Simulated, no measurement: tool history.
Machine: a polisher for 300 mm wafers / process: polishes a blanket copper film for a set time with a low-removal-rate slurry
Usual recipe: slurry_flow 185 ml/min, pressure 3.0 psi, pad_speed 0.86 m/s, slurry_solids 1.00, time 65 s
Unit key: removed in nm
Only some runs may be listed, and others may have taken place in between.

run,hour,slurry_flow,pressure,pad_speed,slurry_solids,time,"incoming thickness of the incoming film, nm",removed
1,0.0,185,3.0,0.86,1.00,65,904.2,188.9
# hour 11.0: worn pad replaced by a new one
2,11.5,185,3.0,0.86,1.00,65,920.0,188.1
3,22.0,185,3.0,0.86,1.00,65,911.3,182.2
4,30.5,185,3.0,0.96,1.00,65,892.8,210.5
5,36.6,185,3.0,0.96,1.00,65,906.0,209.5
6,42.6,185,3.0,0.96,1.00,65,913.5,203.5
# hour 51.1: slurry blender recalibrated
7,57.8,185,2.3,0.86,1.30,65,925.5,148.8
8,66.8,185,3.0,0.66,0.90,65,902.8,142.8
9,74.0,140,3.0,0.86,1.00,65,903.3,175.5
# hour 99.4: slurry nozzle cleaned
10,109.9,185,3.0,0.86,1.00,65,899.9,189.4
# hour 117.0: head pressure recalibrated
11,123.6,185,3.9,0.96,1.00,65,898.9,265.4
# hour 130.1: worn pad replaced by a new one
12,130.6,160,3.0,0.86,0.85,65,907.2,184.9
13,142.2,130,3.9,0.86,1.00,65,905.2,230.3
14,157.2,215,2.2,0.86,1.00,51,909.7,108.6
15,167.1,185,3.0,0.86,1.00,65,916.8,186.9
16,175.5,185,3.3,0.72,1.00,65,916.9,178.6
17,182.4,185,3.0,0.94,0.85,82,906.6,244.7
18,189.0,150,3.0,0.64,1.00,65,910.4,136.6
19,203.1,185,3.0,0.86,1.00,65,913.6,188.1
20,217.4,185,3.0,1.12,1.00,75,918.1,273.3
21,229.5,185,3.0,0.86,0.80,65,908.6,181.9
22,239.4,185,3.0,0.86,1.00,65,910.2,184.3
# hour 246.0: worn pad replaced by a new one
23,246.5,185,3.0,0.86,1.00,57,894.2,164.4
24,259.6,185,2.7,0.98,0.80,87,906.6,240.0
25,278.4,185,3.0,0.60,1.20,65,893.2,138.0
# hour 294.8: slurry blender recalibrated
26,295.6,185,2.7,0.86,0.80,65,899.9,156.9
27,303.4,245,3.7,0.86,1.00,42,910.9,154.9
28,312.2,235,3.3,0.72,1.00,59,898.3,161.6
29,325.8,185,3.0,1.08,1.00,65,915.5,238.5
30,339.6,185,3.0,0.86,1.00,65,905.8,184.2

Predict each of these 5 candidate next runs independently; none follows another, all start after run 30:
A,340.0,185,3.0,0.86,1.00,65,919.9,?
B,340.0,185,3.0,0.86,1.25,65,919.9,?
C,340.0,215,3.0,0.86,1.00,65,919.9,?
D,340.0,185,3.7,0.86,1.00,65,919.9,?
E,340.0,135,3.0,0.86,1.25,65,919.9,?

run,removed
A,183.6
B,191.0
C,186.9
D,226.4
E,182.6
What these runs would have given with no unlogged condition in the tool:
run,removed
A,183.6
B,191.0
C,186.9
D,226.4
E,182.6
